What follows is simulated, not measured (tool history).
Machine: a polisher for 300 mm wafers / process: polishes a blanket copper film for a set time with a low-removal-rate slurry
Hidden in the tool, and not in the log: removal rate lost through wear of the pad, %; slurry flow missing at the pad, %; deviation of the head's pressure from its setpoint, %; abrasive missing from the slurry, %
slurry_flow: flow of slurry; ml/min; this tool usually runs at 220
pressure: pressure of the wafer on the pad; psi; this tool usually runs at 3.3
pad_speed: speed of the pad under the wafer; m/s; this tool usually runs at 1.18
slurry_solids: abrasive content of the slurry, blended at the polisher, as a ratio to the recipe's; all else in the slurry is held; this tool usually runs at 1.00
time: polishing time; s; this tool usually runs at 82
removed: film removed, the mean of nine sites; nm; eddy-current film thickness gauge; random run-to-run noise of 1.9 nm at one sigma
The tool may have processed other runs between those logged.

run	hour	slurry_flow	pressure	pad_speed	slurry_solids	time	wafers since the last listed run	wafers polished on this pad	hours since the slurry nozzle was cleaned	hours since the head pressure was calibrated	hours since the slurry blender was calibrated	incoming thickness of the incoming film, nm	removed
1	0.0	275	3.3	1.18	1.00	82	0	664	385.3	84.8	328.7	1492.8	304.2
# hour 14.7: worn pad replaced by a new one
2	17.9	220	3.3	1.18	1.00	82	202	46	403.2	102.7	346.6	1490.8	295.4
3	27.3	220	3.3	1.18	1.00	82	137	183	412.6	112.1	356.0	1484.1	295.9
4	56.6	220	3.3	1.18	1.00	82	427	611	441.9	141.4	385.3	1481.5	299.6
# hour 71.5: worn pad replaced by a new one
5	72.0	220	3.3	1.18	1.00	82	166	7	457.3	156.8	400.7	1473.0	303.2
6	80.4	220	3.3	1.18	1.00	82	122	130	465.7	165.2	409.1	1447.2	304.7
7	91.4	220	3.3	1.18	1.00	82	160	290	476.7	176.2	420.1	1460.6	302.7
8	103.7	220	3.9	1.18	1.00	82	179	470	489.0	188.5	432.4	1475.1	359.9
9	118.4	220	3.3	1.18	1.00	82	214	684	503.7	203.2	447.1	1481.8	304.0
# hour 133.2: worn pad replaced by a new one
10	136.1	220	3.3	1.18	1.00	82	199	41	521.4	220.9	464.8	1488.0	305.4
11	184.5	160	3.9	1.00	1.00	101	706	747	569.8	269.3	513.2	1459.6	369.1
# hour 191.9: worn pad replaced by a new one
# hour 195.9: slurry blender recalibrated
12	199.4	220	2.1	0.86	1.00	82	129	80	584.7	284.2	3.5	1467.7	150.6
13	205.5	240	3.3	1.18	1.00	82	88	169	590.8	290.3	9.6	1488.6	307.7
# hour 217.5: slurry nozzle cleaned
14	218.0	220	3.3	0.90	1.00	82	167	336	0.5	302.8	22.1	1500.2	242.2
# hour 241.6: head pressure recalibrated
15	245.7	220	2.8	0.90	1.00	90	374	711	28.2	4.1	49.8	1480.8	217.3
# hour 256.4: worn pad replaced by a new one
16	256.9	220	2.8	0.90	1.00	90	105	6	39.4	15.3	61.0	1483.3	218.7
17	260.9	220	3.3	1.18	1.00	82	58	65	43.4	19.3	65.0	1478.9	297.2
18	277.1	220	3.3	0.88	1.25	98	236	301	59.6	35.5	81.2	1463.3	292.3
19	294.2	290	3.0	1.18	1.00	82	249	551	76.7	52.6	98.3	1482.5	282.2
20	308.4	165	3.3	1.18	1.15	82	207	758	90.9	66.8	112.5	1477.5	294.2
# hour 313.9: worn pad replaced by a new one
21	321.2	220	3.3	1.36	1.10	100	128	107	103.7	79.6	125.3	1506.7	429.5

Branching from run 21: 5 alternative next runs. What would each branch give?
A	321.6	220	3.3	1.18	1.00	82	5	112	104.1	80.0	125.7	1460.3	?
B	321.6	220	2.1	1.18	0.80	94	5	112	104.1	80.0	125.7	1460.3	?
C	321.6	220	3.3	0.76	1.00	82	5	112	104.1	80.0	125.7	1460.3	?
D	321.6	220	3.3	1.52	1.00	82	5	112	104.1	80.0	125.7	1460.3	?
E	321.6	220	3.7	1.18	1.00	82	5	112	104.1	80.0	125.7	1460.3	?

run	removed
A	304.7
B	214.0
C	211.6
D	380.2
E	341.7
With no hidden state in the tool, these same runs would have given:
run	removed
A	288.4
B	202.5
C	200.2
D	359.7
E	323.3

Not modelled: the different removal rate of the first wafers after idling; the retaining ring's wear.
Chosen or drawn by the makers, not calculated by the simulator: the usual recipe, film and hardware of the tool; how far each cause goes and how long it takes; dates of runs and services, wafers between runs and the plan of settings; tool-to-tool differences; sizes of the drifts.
